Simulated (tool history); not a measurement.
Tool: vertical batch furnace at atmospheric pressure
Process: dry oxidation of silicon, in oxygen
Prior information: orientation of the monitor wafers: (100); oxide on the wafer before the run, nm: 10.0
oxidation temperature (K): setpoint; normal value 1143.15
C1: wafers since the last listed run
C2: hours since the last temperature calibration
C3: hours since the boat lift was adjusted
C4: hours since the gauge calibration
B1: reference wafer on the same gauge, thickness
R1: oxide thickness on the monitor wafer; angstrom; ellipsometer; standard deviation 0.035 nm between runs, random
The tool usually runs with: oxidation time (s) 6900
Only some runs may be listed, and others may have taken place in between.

Run 1, day 0: usual settings but oxidation temperature (K) 1137.15; C1 0; C2 1828.8; C3 3751.1; C4 153.5; B1 22.91. Result: R1 223.8 angstrom.
Run 2, day 0.842: usual settings but oxidation temperature (K) 1137.15; C1 322; C2 1849; C3 3771.3; C4 173.7; B1 22.9. Result: R1 223.8 angstrom.
Run 3, day 1.417: usual settings; C1 220; C2 1862.8; C3 3785.1; C4 187.5; B1 22.9. Result: R1 235.5 angstrom.
Run 4, day 1.721: usual settings; C1 116; C2 1870.1; C3 3792.4; C4 194.8; B1 22.89. Result: R1 235.2 angstrom.
Run 5, day 2.571: usual settings; C1 325; C2 1890.5; C3 3812.8; C4 215.2; B1 22.91. Result: R1 234.9 angstrom.
Run 6, day 2.929: usual settings but oxidation temperature (K) 1163.15; C1 137; C2 1899.1; C3 3821.4; C4 223.8; B1 22.89. Result: R1 277.8 angstrom.
Run 7, day 3.304: usual settings but oxidation temperature (K) 1163.15; C1 143; C2 1908.1; C3 3830.4; C4 232.8; B1 22.91. Result: R1 277.9 angstrom.
Run 8, day 3.767: usual settings but oxidation time (s) 4200; C1 177; C2 1919.2; C3 3841.5; C4 243.9; B1 22.91. Result: R1 186.7 angstrom.
Run 9, day 4.35: usual settings but oxidation time (s) 8070; C1 223; C2 1933.2; C3 3855.5; C4 257.9; B1 22.9. Result: R1 254.3 angstrom.
Run 10, day 6.4: usual settings but oxidation time (s) 4800; C1 785; C2 1982.4; C3 3904.7; C4 307.1; B1 22.9. Result: R1 198.1 angstrom.
Run 11, day 7.708: usual settings but oxidation time (s) 4800; C1 500; C2 2013.8; C3 3936.1; C4 338.5; B1 22.89. Result: R1 197.4 angstrom.
Run 12, day 8.112: usual settings but oxidation time (s) 4800; C1 154; C2 2023.5; C3 3945.8; C4 348.2; B1 22.9. Result: R1 197.6 angstrom.
Run 13, day 8.792: usual settings but oxidation time (s) 8190; C1 260; C2 2039.8; C3 3962.1; C4 364.5; B1 22.89. Result: R1 255.7 angstrom.
At day 9.125: gauge calibrated.
At day 10.379: thermocouples replaced and temperature profile calibrated.
Run 14, day 10.4: usual settings; C1 232; C2 0.5; C3 4000.7; C4 30.6; B1 22.9. Result: R1 225.4 angstrom.
Run 15, day 10.604: usual settings; C1 78; C2 5.4; C3 4005.6; C4 35.5; B1 22.9. Result: R1 225.6 angstrom.
Run 16, day 10.808: usual settings; C1 78; C2 10.3; C3 4010.5; C4 40.4; B1 22.89. Result: R1 225.7 angstrom.
Run 17, day 11.012: usual settings; C1 78; C2 15.2; C3 4015.4; C4 45.3; B1 22.9. Result: R1 225.8 angstrom.
Run 18, day 11.288: usual settings; C1 105; C2 21.8; C3 4022; C4 51.9; B1 22.9. Result: R1 225.4 angstrom.
Run 19, day 12.033: usual settings; C1 285; C2 39.7; C3 4039.9; C4 69.8; B1 22.89. Result: R1 225.7 angstrom.
Run 20, day 12.471: usual settings but oxidation temperature (K) 1157.15; C1 167; C2 50.2; C3 4050.4; C4 80.3; B1 22.89. Result: R1 253.6 angstrom.
Run 21, day 13.025: usual settings but oxidation temperature (K) 1125.15, oxidation time (s) 9390; C1 212; C2 63.5; C3 4063.7; C4 93.6; B1 22.9. Result: R1 228 angstrom.
Run 22, day 13.358: usual settings but oxidation time (s) 7890; C1 127; C2 71.5; C3 4071.7; C4 101.6; B1 22.91. Result: R1 242.2 angstrom.

Expected results for the next run?
Run 23, day 14.108: usual settings but oxidation time (s) 8340; C1 287; C2 89.5; C3 4089.7; C4 119.6; B1 ?. Result: R1 ?.

{"run 23": {"B1": 22.89, "R1": 249.1}}
Take away the tool's hidden state, keep the run-to-run variation as it was, and the same run would have given R1 257.7 angstrom.
